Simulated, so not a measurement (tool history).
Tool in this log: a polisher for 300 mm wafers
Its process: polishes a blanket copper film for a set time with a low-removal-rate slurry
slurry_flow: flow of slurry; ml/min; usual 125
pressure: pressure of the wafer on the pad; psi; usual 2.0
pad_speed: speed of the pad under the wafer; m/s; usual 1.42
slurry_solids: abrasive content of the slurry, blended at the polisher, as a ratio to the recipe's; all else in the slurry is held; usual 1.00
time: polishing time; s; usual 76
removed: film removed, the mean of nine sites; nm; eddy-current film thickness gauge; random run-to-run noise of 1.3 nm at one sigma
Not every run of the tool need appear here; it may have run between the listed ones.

| run | day | slurry_flow | pressure | pad_speed | slurry_solids | time | incoming thickness of the incoming film, nm | removed |
|---|---|---|---|---|---|---|---|---|
| 1 | 0.000 | 125 | 2.0 | 1.24 | 1.00 | 76 | 1025.2 | 152.0 |
| 2 | 3.667 | 125 | 2.0 | 1.42 | 1.00 | 76 | 1045.7 | 171.6 |
| 3 | 7.292 | 125 | 2.0 | 1.30 | 1.00 | 76 | 1048.5 | 155.4 |
|  | 8.812 | head pressure recalibrated |
|  | 9.425 | slurry nozzle cleaned |
| 4 | 9.971 | 125 | 2.0 | 1.30 | 1.00 | 76 | 1036.4 | 169.5 |
| 5 | 12.838 | 125 | 2.0 | 1.42 | 1.00 | 68 | 1035.8 | 160.3 |
| 6 | 15.338 | 125 | 2.0 | 1.42 | 1.00 | 68 | 1026.6 | 154.4 |
|  | 17.542 | worn pad replaced by a new one |
| 7 | 18.362 | 125 | 2.0 | 1.42 | 1.00 | 76 | 1026.7 | 180.9 |
|  | 19.546 | slurry blender recalibrated |
| 8 | 20.488 | 125 | 2.0 | 1.42 | 0.85 | 95 | 1030.4 | 220.3 |
| 9 | 22.638 | 125 | 2.0 | 1.42 | 1.00 | 76 | 1036.4 | 176.5 |
| 10 | 25.950 | 125 | 2.0 | 1.42 | 0.85 | 90 | 1031.3 | 203.4 |
| 11 | 29.767 | 125 | 2.6 | 1.42 | 1.10 | 76 | 1018.7 | 228.6 |
| 12 | 32.012 | 125 | 2.0 | 1.42 | 1.15 | 76 | 1025.7 | 175.7 |
|  | 33.967 | slurry nozzle cleaned |
| 13 | 34.538 | 125 | 2.0 | 1.42 | 1.00 | 62 | 1042.1 | 148.2 |
| 14 | 39.196 | 110 | 2.0 | 1.42 | 1.00 | 76 | 1017.1 | 166.6 |
| 15 | 42.729 | 135 | 1.4 | 1.42 | 1.00 | 76 | 1011.1 | 120.2 |
| 16 | 44.762 | 125 | 1.6 | 1.42 | 1.00 | 76 | 1047.1 | 129.2 |
|  | 46.225 | worn pad replaced by a new one |
| 17 | 46.908 | 150 | 1.7 | 1.42 | 1.00 | 76 | 1026.6 | 160.0 |
| 18 | 50.208 | 95 | 1.3 | 1.42 | 1.00 | 76 | 1034.7 | 106.1 |
|  | 51.038 | slurry blender recalibrated |
|  | 51.483 | head pressure recalibrated |
| 19 | 55.746 | 125 | 2.0 | 1.42 | 0.75 | 76 | 1031.2 | 167.4 |
| 20 | 57.333 | 125 | 2.0 | 1.42 | 0.80 | 76 | 1030.4 | 170.6 |
| 21 | 59.838 | 125 | 2.3 | 0.96 | 1.10 | 76 | 1031.5 | 139.6 |
|  | 60.554 | slurry nozzle cleaned |
| 22 | 63.583 | 150 | 2.0 | 1.84 | 0.85 | 76 | 1035.9 | 238.7 |
| 23 | 65.233 | 125 | 2.0 | 1.42 | 1.00 | 76 | 1006.7 | 179.9 |
| 24 | 68.917 | 125 | 2.0 | 1.42 | 1.00 | 76 | 1026.6 | 170.6 |
|  | 72.704 | worn pad replaced by a new one |
| 25 | 73.308 | 155 | 2.0 | 1.54 | 1.00 | 76 | 1031.4 | 203.9 |
|  | 75.396 | slurry blender recalibrated |
| 26 | 76.758 | 125 | 2.0 | 1.42 | 1.00 | 76 | 1037.2 | 176.0 |
| 27 | 78.717 | 125 | 1.5 | 1.42 | 1.00 | 76 | 1023.8 | 131.4 |
|  | 89.421 | head pressure recalibrated |
| 28 | 89.442 | 90 | 2.0 | 1.28 | 1.00 | 76 | 1033.0 | 134.2 |
|  | 90.388 | slurry nozzle cleaned |
| 29 | 93.150 | 125 | 2.0 | 1.42 | 1.00 | 76 | 1038.6 | 176.7 |
| 30 | 95.275 | 125 | 2.0 | 1.80 | 1.00 | 76 | 1027.1 | 219.5 |

Here are 4 independent what-if runs from the current tool condition. What would each one return?
| A | 95.292 | 125 | 2.0 | 1.42 | 1.00 | 76 | 1048.5 | ? |
| B | 95.292 | 125 | 2.5 | 1.42 | 1.00 | 76 | 1048.5 | ? |
| C | 95.292 | 125 | 2.0 | 1.42 | 1.00 | 90 | 1048.5 | ? |
| D | 95.292 | 125 | 2.0 | 1.72 | 1.00 | 99 | 1048.5 | ? |

| run | removed |
|---|---|
| A | 174.8 |
| B | 218.5 |
| C | 207.0 |
| D | 273.3 |
With the hidden condition removed and each run's random variation left untouched, the same runs would have given:
| run | removed |
|---|---|
| A | 193.0 |
| B | 241.3 |
| C | 228.6 |
| D | 301.9 |
